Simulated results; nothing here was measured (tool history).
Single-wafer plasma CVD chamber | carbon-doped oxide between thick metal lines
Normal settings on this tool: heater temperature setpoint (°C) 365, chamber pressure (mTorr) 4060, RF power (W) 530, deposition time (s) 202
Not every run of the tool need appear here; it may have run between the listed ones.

run	hour	heater temperature setpoint (°C)	chamber pressure (mTorr)	RF power (W)	deposition time (s)	read-back reference wafer on the same gauge, thickness_nm	mean film thickness on the monitor wafer (Å)
1	0	365	4060	485	202	838.771	8467.59
2	7.9	365	4060	480	202	839.837	8336.82
3	22.9	356	4060	530	202	839.926	9543.22
4	32.5	365	4060	530	202	839.356	9293.89
5	59	365	4060	530	202	840.987	9358.07
6	68	365	4060	530	202	839.466	9362.58
7	75.1	365	4060	530	175	839.168	8086.19
8	92	365	4060	530	175	840.485	8065.7
# hour 100.4: gauge calibrated
# hour 105.3: showerhead replaced
9	106.8	365	4060	530	175	840.448	8051.17
# hour 120.6: capacitance manometer re-zeroed and calibrated
10	121.1	365	4060	590	202	839.929	10327.93

Expected results for the next run?
11	135	378	4740	615	232	?	?

{"run 11": {"read-back reference wafer on the same gauge, thickness_nm": 840.131, "mean film thickness on the monitor wafer (Å)": 11995.08}}
Minus the tool's unlogged condition, the same run would have read mean film thickness on the monitor wafer (Å) 12987.93.
